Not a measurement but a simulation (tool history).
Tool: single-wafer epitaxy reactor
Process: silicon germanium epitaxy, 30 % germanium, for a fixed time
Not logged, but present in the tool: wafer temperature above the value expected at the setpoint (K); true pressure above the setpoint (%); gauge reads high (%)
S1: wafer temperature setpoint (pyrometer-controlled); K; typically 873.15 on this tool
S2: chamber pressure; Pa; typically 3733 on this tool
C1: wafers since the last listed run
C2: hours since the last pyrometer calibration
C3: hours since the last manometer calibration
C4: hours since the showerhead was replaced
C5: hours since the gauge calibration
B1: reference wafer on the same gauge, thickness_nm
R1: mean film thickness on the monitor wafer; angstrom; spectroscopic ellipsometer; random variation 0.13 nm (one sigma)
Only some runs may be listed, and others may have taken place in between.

run 1 hour=0 | S1=873.15 S2=3733 | C1=0 C2=1240.4 C3=975.4 C4=5298 C5=122.8 | B1=79.623 | R1=630.34
run 2 hour=16.1 | S1=873.15 S2=3733 | C1=177 C2=1256.5 C3=991.5 C4=5314.1 C5=138.9 | B1=79.585 | R1=631.09
run 3 hour=29.2 | S1=873.15 S2=3733 | C1=144 C2=1269.6 C3=1004.6 C4=5327.2 C5=152 | B1=79.597 | R1=628.74
run 4 hour=44.6 | S1=873.15 S2=3733 | C1=169 C2=1285 C3=1020 C4=5342.6 C5=167.4 | B1=79.564 | R1=625.89
run 5 hour=55.9 | S1=884.15 S2=3733 | C1=124 C2=1296.3 C3=1031.3 C4=5353.9 C5=178.7 | B1=79.58 | R1=786.79
run 6 hour=69.4 | S1=884.15 S2=3733 | C1=148 C2=1309.8 C3=1044.8 C4=5367.4 C5=192.2 | B1=79.635 | R1=783.01
run 7 hour=77 | S1=873.15 S2=3733 | C1=83 C2=1317.4 C3=1052.4 C4=5375 C5=199.8 | B1=79.607 | R1=624.73
run 8 hour=88.1 | S1=873.15 S2=3733 | C1=122 C2=1328.5 C3=1063.5 C4=5386.1 C5=210.9 | B1=79.581 | R1=624.9
run 9 hour=103.3 | S1=873.15 S2=3733 | C1=167 C2=1343.7 C3=1078.7 C4=5401.3 C5=226.1 | B1=79.564 | R1=622.6
run 10 hour=118.5 | S1=873.15 S2=3733 | C1=167 C2=1358.9 C3=1093.9 C4=5416.5 C5=241.3 | B1=79.619 | R1=622.92
run 11 hour=127.3 | S1=873.15 S2=3733 | C1=97 C2=1367.7 C3=1102.7 C4=5425.3 C5=250.1 | B1=79.563 | R1=621.85
run 12 hour=141.8 | S1=873.15 S2=3733 | C1=159 C2=1382.2 C3=1117.2 C4=5439.8 C5=264.6 | B1=79.606 | R1=621.33
run 13 hour=153.3 | S1=873.15 S2=3733 | C1=126 C2=1393.7 C3=1128.7 C4=5451.3 C5=276.1 | B1=79.579 | R1=621.43
run 14 hour=159.7 | S1=873.15 S2=3733 | C1=70 C2=1400.1 C3=1135.1 C4=5457.7 C5=282.5 | B1=79.597 | R1=621.26
-- hour=170.7 pyrometer calibrated
run 15 hour=177.6 | S1=873.15 S2=3733 | C1=109 C2=6.9 C3=1153 C4=5475.6 C5=300.4 | B1=79.526 | R1=671.69
run 16 hour=194.6 | S1=873.15 S2=3733 | C1=187 C2=23.9 C3=1170 C4=5492.6 C5=317.4 | B1=79.578 | R1=670.22
run 17 hour=209.7 | S1=863.15 S2=4253 | C1=166 C2=39 C3=1185.1 C4=5507.7 C5=332.5 | B1=79.589 | R1=566.86
run 18 hour=218.6 | S1=878.15 S2=3013 | C1=98 C2=47.9 C3=1194 C4=5516.6 C5=341.4 | B1=79.606 | R1=687.8
run 19 hour=232.4 | S1=881.15 S2=4066 | C1=152 C2=61.7 C3=1207.8 C4=5530.4 C5=355.2 | B1=79.587 | R1=808.77
-- hour=259.2 showerhead replaced
run 20 hour=262.5 | S1=865.15 S2=3040 | C1=243 C2=91.8 C3=1237.9 C4=3.3 C5=385.3 | B1=79.648 | R1=524.36
run 21 hour=273.1 | S1=887.15 S2=3133 | C1=116 C2=102.4 C3=1248.5 C4=13.9 C5=395.9 | B1=79.573 | R1=834.5
-- hour=279.9 gauge calibrated
-- hour=288 capacitance manometer re-zeroed and calibrated
run 22 hour=288.5 | S1=886.15 S2=4413 | C1=81 C2=117.8 C3=0.5 C4=29.3 C5=8.6 | B1=79.544 | R1=949
run 23 hour=296.7 | S1=873.15 S2=3733 | C1=90 C2=126 C3=8.7 C4=37.5 C5=16.8 | B1=79.634 | R1=684.25
run 24 hour=311.2 | S1=885.15 S2=3733 | C1=159 C2=140.5 C3=23.2 C4=52 C5=31.3 | B1=79.605 | R1=871.87
run 25 hour=325.6 | S1=882.15 S2=4333 | C1=158 C2=154.9 C3=37.6 C4=66.4 C5=45.7 | B1=79.612 | R1=866.39
run 26 hour=341 | S1=873.15 S2=3733 | C1=169 C2=170.3 C3=53 C4=81.8 C5=61.1 | B1=79.597 | R1=681.4
run 27 hour=347.5 | S1=888.15 S2=3240 | C1=71 C2=176.8 C3=59.5 C4=88.3 C5=67.6 | B1=79.615 | R1=883.12
run 28 hour=379.1 | S1=884.15 S2=3106 | C1=348 C2=208.4 C3=91.1 C4=119.9 C5=99.2 | B1=79.548 | R1=800.71
run 29 hour=387.4 | S1=873.15 S2=3733 | C1=91 C2=216.7 C3=99.4 C4=128.2 C5=107.5 | B1=79.596 | R1=680.43
run 30 hour=396.9 | S1=882.15 S2=3733 | C1=104 C2=226.2 C3=108.9 C4=137.7 C5=117 | B1=79.549 | R1=817.46
run 31 hour=413.3 | S1=863.15 S2=4373 | C1=180 C2=242.6 C3=125.3 C4=154.1 C5=133.4 | B1=79.613 | R1=580.51

Give the tool's hidden conditions for every run:
gauge reads high (%): 0 in every run
H1: wafer temperature above the value expected at the setpoint (K)
H2: true pressure above the setpoint (%)
run=1 H1=-3.53 H2=-3.34
run=2 H1=-3.58 H2=-3.5
run=3 H1=-3.61 H2=-3.64
run=4 H1=-3.66 H2=-3.8
run=5 H1=-3.69 H2=-3.92
run=6 H1=-3.72 H2=-4.07
run=7 H1=-3.75 H2=-4.15
run=8 H1=-3.78 H2=-4.28
run=9 H1=-3.82 H2=-4.45
run=10 H1=-3.86 H2=-4.62
run=11 H1=-3.88 H2=-4.72
run=12 H1=-3.92 H2=-4.89
run=13 H1=-3.96 H2=-5.03
run=14 H1=-3.97 H2=-5.1
run=15 H1=-0.0891 H2=-5.32
run=16 H1=-0.136 H2=-5.53
run=17 H1=-0.178 H2=-5.71
run=18 H1=-0.202 H2=-5.82
run=19 H1=-0.241 H2=-6
run=20 H1=-0.324 H2=-6.38
run=21 H1=-0.353 H2=-6.52
run=22 H1=-0.396 H2=1.57
run=23 H1=-0.418 H2=1.57
run=24 H1=-0.458 H2=1.57
run=25 H1=-0.498 H2=1.57
run=26 H1=-0.541 H2=1.56
run=27 H1=-0.559 H2=1.56
run=28 H1=-0.646 H2=1.53
run=29 H1=-0.669 H2=1.52
run=30 H1=-0.695 H2=1.51
run=31 H1=-0.74 H2=1.49

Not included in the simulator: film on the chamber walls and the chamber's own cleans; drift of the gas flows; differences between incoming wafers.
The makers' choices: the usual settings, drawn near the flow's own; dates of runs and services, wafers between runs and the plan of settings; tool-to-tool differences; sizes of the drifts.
